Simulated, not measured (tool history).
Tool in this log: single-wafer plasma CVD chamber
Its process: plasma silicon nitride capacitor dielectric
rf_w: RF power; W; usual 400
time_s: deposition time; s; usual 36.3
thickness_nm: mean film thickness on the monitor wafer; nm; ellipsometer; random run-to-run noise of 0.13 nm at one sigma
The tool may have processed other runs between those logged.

run,hour,rf_w,time_s,"read-back reference wafer on the same gauge, thickness_nm",thickness_nm
1,0.0,355,36.3,46.014,49.911
2,12.7,355,36.3,45.987,50.051
3,25.5,400,36.3,46.014,51.454
4,38.7,400,36.3,46.022,51.454
5,67.6,400,36.3,46.005,51.490
6,87.8,435,36.3,45.978,52.709
7,102.0,400,36.3,46.005,51.621
8,115.2,400,36.3,46.013,51.429
9,144.0,400,31.3,46.004,44.346
10,157.5,400,31.3,46.007,44.654
11,178.6,400,41.4,45.995,58.619
12,193.5,340,36.3,45.992,49.375
13,209.3,400,36.3,45.995,51.391
14,226.7,350,36.3,45.989,50.006
15,252.5,350,36.3,45.971,49.516
16,278.9,350,36.3,46.015,49.543
17,314.5,400,36.3,46.005,51.313
18,337.8,400,36.3,46.005,51.464
19,360.5,400,39.2,46.015,55.347
# hour 442.7: showerhead replaced
20,465.7,400,39.2,45.987,55.325
# hour 474.0: gauge calibrated
21,483.1,400,39.2,45.998,55.316
22,503.9,400,36.3,46.027,51.245
23,525.0,425,42.1,45.998,60.071
24,552.9,335,36.3,45.993,48.997
25,583.2,400,33.9,46.006,47.549
# hour 593.3: RF generator calibrated
26,595.9,475,31.6,45.990,47.630
27,612.5,400,36.3,46.002,52.402
28,625.4,355,42.5,45.998,59.419
29,646.1,400,36.3,45.999,52.530
30,667.9,460,30.6,46.020,45.682
31,697.5,400,36.3,46.005,52.686
32,710.3,420,39.5,45.998,57.572
33,737.0,400,39.2,45.970,56.255
34,757.9,360,42.0,45.990,59.073
35,790.0,435,34.4,45.980,50.682
36,811.0,355,41.8,45.992,58.648
37,831.8,400,36.3,45.993,52.325
38,844.2,420,39.5,45.993,57.615
39,929.7,475,38.5,45.988,57.956
40,944.5,400,36.3,46.012,52.458
41,978.9,360,42.0,46.017,59.011
42,994.6,400,36.3,46.022,52.468
43,1053.6,475,43.4,45.998,65.390
44,1086.9,400,36.3,46.030,52.320
45,1161.3,425,30.5,46.017,44.571

Some steps in thickness_nm between neighbouring runs. How much of each would the tool show without its hidden state too (settings, what came in, random variation), and how much is left for the hidden state, with any gauge scatter that isn't in both results?
The hidden state here: delivered RF power above the setpoint (%); gauge reads high (%).
Run 10 -> 11: time_s 31.3 -> 41.4. thickness_nm +13.965 nm: hidden state -0.275, all else +14.240.
Run 23 -> 24: rf_w 425 -> 335, time_s 42.1 -> 36.3. thickness_nm -11.074 nm: hidden state +0.253, all else -11.327.
Run 25 -> 26: rf_w 400 -> 475, time_s 33.9 -> 31.6, RF generator calibrated. thickness_nm +0.081 nm: hidden state +1.281, all else -1.200.
Run 42 -> 43: rf_w 400 -> 475, time_s 36.3 -> 43.4. thickness_nm +12.922 nm: hidden state -0.029, all else +12.951.
Run 43 -> 44: rf_w 475 -> 400, time_s 43.4 -> 36.3. thickness_nm -13.070 nm: hidden state +0.007, all else -13.077.
